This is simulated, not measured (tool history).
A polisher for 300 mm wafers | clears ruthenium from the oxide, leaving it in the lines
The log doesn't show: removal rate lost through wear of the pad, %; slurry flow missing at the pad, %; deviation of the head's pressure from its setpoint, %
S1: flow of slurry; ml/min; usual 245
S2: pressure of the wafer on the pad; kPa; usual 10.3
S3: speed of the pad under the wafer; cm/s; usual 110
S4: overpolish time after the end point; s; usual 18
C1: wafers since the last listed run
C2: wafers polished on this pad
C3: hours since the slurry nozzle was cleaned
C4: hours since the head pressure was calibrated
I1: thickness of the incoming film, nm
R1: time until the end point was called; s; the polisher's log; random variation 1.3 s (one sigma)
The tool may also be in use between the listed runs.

run    hour   S1    S2   S3  S4    C1    C2     C3     C4    I1     R1
  1       0  245  10.3  140  18     0  1595   23.9  362.1  90.7     72
       41.5  -- head pressure recalibrated
  2    47.1  245  10.3  140  18   439  2035     71    5.6  91.5   66.8
       88.7  -- worn pad replaced by a new one
  3   117.6  245  10.3  140  18   648   281  141.5   76.1  88.8   69.3
  4     173  245  11.7   88  18   540   821  196.9  131.5    90  103.1
  5     222  245  10.3  110  18   477  1299  245.9  180.5  91.2   94.9
  6   287.7  245  10.3  110  18   640  1939  311.6  246.2  89.9   98.2
      311.4  -- worn pad replaced by a new one
      357.2  -- slurry nozzle cleaned
  7     359  245  10.3  110  18   646   454    1.8  317.5  89.1   91.9
      412.5  -- head pressure recalibrated
  8   423.1  245  10.3  110  18   605  1059   65.9   10.6  89.7   86.4
  9   484.7  245  10.3  110  18   600  1660  127.5   72.2  89.8   89.5
 10   546.5  245  10.3  128  18   602  2262  189.3    134  90.9   78.5
      568.2  -- worn pad replaced by a new one
 11   631.7  245  10.3  128  18   791   619  274.5  219.2  90.9   82.9
 12   664.7  210   9.7  128  27   321   941  307.5  252.2  89.1   92.1
 13   692.7  275  10.3  128  18   272  1213  335.5  280.2  91.1   82.2
      694.3  -- slurry nozzle cleaned
 14   732.6  245  10.3  130  18   379  1593   38.3  320.1  90.3   79.1
 15   796.2  245  10.3  110  18   619  2213  101.9  383.7  90.6   95.9
      805.1  -- worn pad replaced by a new one
      814.3  -- head pressure recalibrated
 16   861.3  245  10.3  136  18   576   528    167     47  89.2   69.3
 17   893.7  245  10.3  110  18   315   844  199.4   79.4  90.6   89.7
 18     957  315   7.6  110  18   617  1461  262.7  142.7  90.1    114
     1015.4  -- slurry nozzle cleaned
 19  1021.2  245  10.3  110  18   616  2077    5.8  206.9  89.3   83.6
     1086.2  -- worn pad replaced by a new one
 20  1178.9  245  10.3  110  18  1498   903  163.5  364.6  91.5   96.1
 21    1216  245  10.3  110  12   361  1264  200.6  401.7  90.8     96
     1240.8  -- head pressure recalibrated
 22  1253.2  245  12.4   84  18   343  1607  237.8   12.4  89.1  102.5
 23  1294.2  245  10.3  110  18   399  2007  278.8   53.4  88.9   94.6

Forecast each of these 3 alternatives for the next run:
  A  1294.7  245  10.3  110  18   4  2012  279.3  53.9  90.2   ?
  B  1294.7  220  10.3  146  24   4  2012  279.3  53.9  90.2   ?
  C  1294.7  165  11.7   84  18   4  2012  279.3  53.9  90.2   ?

run     R1
  A   91.9
  B   70.9
  C  119.5
Without the tool's hidden state the same runs would have given:
run     R1
  A   82.3
  B   62.9
  C  102.4
